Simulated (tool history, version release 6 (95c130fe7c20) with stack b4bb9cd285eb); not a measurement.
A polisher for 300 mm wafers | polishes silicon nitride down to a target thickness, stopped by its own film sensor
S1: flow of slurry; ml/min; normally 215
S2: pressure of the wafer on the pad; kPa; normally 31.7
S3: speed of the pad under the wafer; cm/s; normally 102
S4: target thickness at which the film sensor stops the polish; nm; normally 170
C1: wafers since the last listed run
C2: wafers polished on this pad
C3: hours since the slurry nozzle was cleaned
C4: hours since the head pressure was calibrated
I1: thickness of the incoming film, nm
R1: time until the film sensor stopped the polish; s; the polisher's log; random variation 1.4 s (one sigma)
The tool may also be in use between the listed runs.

run   hour   S1    S2   S3   S4   C1    C2     C3      C4     I1     R1
  1      0  215  31.7  102  151    0   522  144.8  1010.2  410.2  135.6
  2   14.4  215  31.7  102  170   89   611  159.2  1024.6  414.2  128.2
  3   23.7  215  31.7  102  170   57   669  168.5  1033.9  405.5  126.1
  4   30.9  215  31.7  102  170   44   713  175.7  1041.1    404  123.2
  5   42.8  215  31.7  102  170   73   787  187.6    1053  411.9  127.8
  6   49.5  215  31.7   92  170   41   829  194.3  1059.7  414.2  144.7
  7   57.2  215  31.7   92  170   47   876    202  1067.4  406.2  139.9
  8     66  215  31.7   92  170   54   931  210.8  1076.2  415.1    142
  9   77.1  215  31.7  102  170   68  1000  221.9  1087.3  409.7    131
 10   83.9  215  31.7  102  170   42  1042  228.7  1094.1  412.2    133
 11   92.9  215  31.7  102  170   55  1097  237.7  1103.1  407.4  132.1
 12  109.4  215  31.7  102  170  102  1200  254.2  1119.6  410.1  135.5
 13  118.6  160  31.7  102  170   56  1257  263.4  1128.8  415.5  143.9
       131  -- worn pad replaced by a new one
 14  131.5  245  31.7  102  170   55     3  276.3  1141.7  414.5  119.7
 15  137.9  245  31.7  102  170   39    42  282.7  1148.1  409.2  120.8
 16  145.5  215  31.7  102  170   47    89  290.3  1155.7  416.2  122.5
 17  157.5  215  31.7  102  170   74   164  302.3  1167.7  404.9  120.8
 18  171.7  280  39.3  116  229   87   252  316.5  1181.9  402.9   63.2
 19  179.6  265  42.1  120  170   48   301  324.4  1189.8  418.3   82.5
 20  186.8  270  31.7  102  119   44   345  331.6    1197  407.1  147.7
 21  200.7  215  31.7  134  170   86   431  345.5  1210.9  413.8    102
 22  208.6  215  31.7  102  170   48   480  353.4  1218.8  407.7  124.6
 23  220.1  290  35.2  102  252   71   551  364.9  1230.3  411.5   74.2
     230.2  -- head pressure recalibrated
 24  232.9  215  31.7   74  170   66   618  377.7     2.7  403.5  162.2
 25  244.5  215  31.7  102  170   71   690  389.3    14.3  418.6  135.4
 26  261.8  215  28.3  102  195  107   797  406.6    31.6  417.6  135.2
 27  277.5  185  31.7  112  102   97   894  422.3    47.3    405  160.2
     279.1  -- slurry nozzle cleaned
 28  289.7  215  37.2   84  170   69   964   10.6    59.5  413.1  133.7
 29  306.5  215  31.7   80  123  104  1068   27.4    76.3  410.4  197.5
     312.9  -- worn pad replaced by a new one
 30    321  215  28.3  102  170   65    50   41.9    90.8  412.3    140
 31  329.9  215  38.6  102  170   55   105   50.8    99.7  410.1   99.5
 32  344.7  215  31.7  102  170   91   197   65.6   114.5  410.6  123.2
 33    352  215  38.6  102  170   45   242   72.9   121.8  413.1  102.9
 34  369.1  215  31.7  102  170  105   348     90   138.9    409  123.3

Take each entry between the runs: how does the hidden state at the last listed run before it differ from the hidden state at the first listed run after it?
In the gap between runs 13 and 14: worn pad replaced by a new one (hour 131)
  removal rate lost through wear of the pad, %: 11.6 -> 1.41
  measured result minus the result with no hidden state, R1: +16.7 -> +1.7 s
In the gap between runs 23 and 24: head pressure recalibrated (hour 230.2)
  removal rate lost through wear of the pad, %: 6.46 -> 7.19
  measured result minus the result with no hidden state, R1: +4.8 -> +11.7 s
In the gap between runs 27 and 28: slurry nozzle cleaned (hour 279.1)
  removal rate lost through wear of the pad, %: 9.74 -> 10.4
  measured result minus the result with no hidden state, R1: +15.6 -> +14 s
In the gap between runs 29 and 30: worn pad replaced by a new one (hour 312.9)
  removal rate lost through wear of the pad, %: 11.4 -> 1.98
  measured result minus the result with no hidden state, R1: +22.5 -> +2.8 s
